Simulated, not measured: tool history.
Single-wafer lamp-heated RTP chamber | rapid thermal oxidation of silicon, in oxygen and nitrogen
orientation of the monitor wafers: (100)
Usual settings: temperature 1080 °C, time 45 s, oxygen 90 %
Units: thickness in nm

run	hour	temperature	time	oxygen	wafers since the last listed run	wafers since the last pyrometer calibration	hours since the oxygen flow controller was replaced	hours since the gauge calibration	read-back reference wafer on the same gauge, thickness	thickness
1	0	1101	45	90	0	1955	2579	128.4	9.595	9.597
# hour 8.8: gauge calibrated
2	16	1101	45	90	72	2028	2595	7.2	9.589	9.652
3	66.9	1101	45	90	231	2259	2645.9	58.1	9.593	9.674
4	78.3	1080	45	90	51	2311	2657.3	69.5	9.587	8.435
# hour 98.2: oxygen flow controller replaced
5	108.7	1080	45	90	101	2413	10.5	99.9	9.595	8.505
6	116.8	1067	29	90	36	2450	18.6	108	9.593	6.464
7	127.9	1066	45	90	50	2501	29.7	119.1	9.59	7.758
8	144.1	1066	45	90	73	2574	45.9	135.3	9.592	7.779
# hour 151.9: gauge calibrated
9	159.2	1070	45	79	68	2643	61	7.3	9.593	7.581
10	170.1	1056	57	82	49	2693	71.9	18.2	9.586	7.832
# hour 189.6: pyrometer window cleaned and pyrometer calibrated
11	190.1	1105	55	75	54	2	91.9	38.2	9.591	9.911
12	198.1	1080	45	81	36	38	99.9	46.2	9.584	7.941
13	210.1	1080	45	90	54	93	111.9	58.2	9.592	8.262
14	221.3	1080	37	90	50	144	123.1	69.4	9.594	7.602
15	235.6	1056	57	76	65	209	137.4	83.7	9.586	7.375
16	251.5	1051	45	98	72	281	153.3	99.6	9.591	6.999

What the log doesn't show, run by run:
deviation of the oxygen flow from its setpoint, %: 0 in every run
gauge reads high (%): 0 in every run
H1: true wafer temperature minus pyrometer reading, K
run	H1
1	2.77
2	2.98
3	3.69
4	3.86
5	4.33
6	4.46
7	4.65
8	4.92
9	5.18
10	5.37
11	0.251
12	0.252
13	0.257
14	0.266
15	0.282
16	0.308
